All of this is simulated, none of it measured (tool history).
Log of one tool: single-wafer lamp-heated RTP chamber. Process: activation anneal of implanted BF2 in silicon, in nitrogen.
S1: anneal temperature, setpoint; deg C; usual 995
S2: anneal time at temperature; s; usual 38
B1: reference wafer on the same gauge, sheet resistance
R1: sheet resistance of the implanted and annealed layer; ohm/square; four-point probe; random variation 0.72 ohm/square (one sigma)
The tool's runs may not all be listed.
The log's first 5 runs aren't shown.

{"run": 6, "hour": 506.8, "S1": 995, "S2": 38, "B1": 224.01, "R1": 253.2}
{"hour": 557.8, "done": "reflector plate cleaned"}
{"run": 7, "hour": 562.3, "S1": 995, "S2": 38, "B1": 223.88, "R1": 253.05}
{"run": 8, "hour": 635.3, "S1": 995, "S2": 47, "B1": 223.86, "R1": 250.05}
{"run": 9, "hour": 722.7, "S1": 995, "S2": 47, "B1": 223.88, "R1": 251.21}
{"run": 10, "hour": 765.9, "S1": 995, "S2": 47, "B1": 224.11, "R1": 251.53}
{"run": 11, "hour": 846.6, "S1": 995, "S2": 38, "B1": 223.86, "R1": 253.79}
{"run": 12, "hour": 952.6, "S1": 995, "S2": 38, "B1": 224.01, "R1": 253.18}
{"run": 13, "hour": 1058.0, "S1": 986, "S2": 32, "B1": 224.17, "R1": 262.17}
{"hour": 1107.6, "done": "pyrometer window cleaned and pyrometer calibrated"}
{"run": 14, "hour": 1208.8, "S1": 986, "S2": 32, "B1": 223.8, "R1": 261.3}
{"hour": 1236.0, "done": "reflector plate cleaned"}
{"run": 15, "hour": 1377.3, "S1": 995, "S2": 46, "B1": 224.19, "R1": 251.46}
{"run": 16, "hour": 1429.0, "S1": 981, "S2": 53, "B1": 223.99, "R1": 259.37}
{"run": 17, "hour": 1490.3, "S1": 1023, "S2": 50, "B1": 224.1, "R1": 236.0}
{"run": 18, "hour": 1776.8, "S1": 1020, "S2": 38, "B1": 224.03, "R1": 241.3}
{"run": 19, "hour": 1874.3, "S1": 982, "S2": 44, "B1": 224.06, "R1": 261.16}
{"hour": 1899.5, "done": "pyrometer window cleaned and pyrometer calibrated"}
{"run": 20, "hour": 1926.1, "S1": 995, "S2": 48, "B1": 224.23, "R1": 251.3}

Run 21 comes next. What will it give?
{"run": 21, "hour": 1996.2, "S1": 970, "S2": 45, "B1": "?", "R1": "?"}

{"run 21": {"B1": 224.03, "R1": 268.84}}
Without the tool's hidden state the same run would have given R1 268.84 ohm/square.
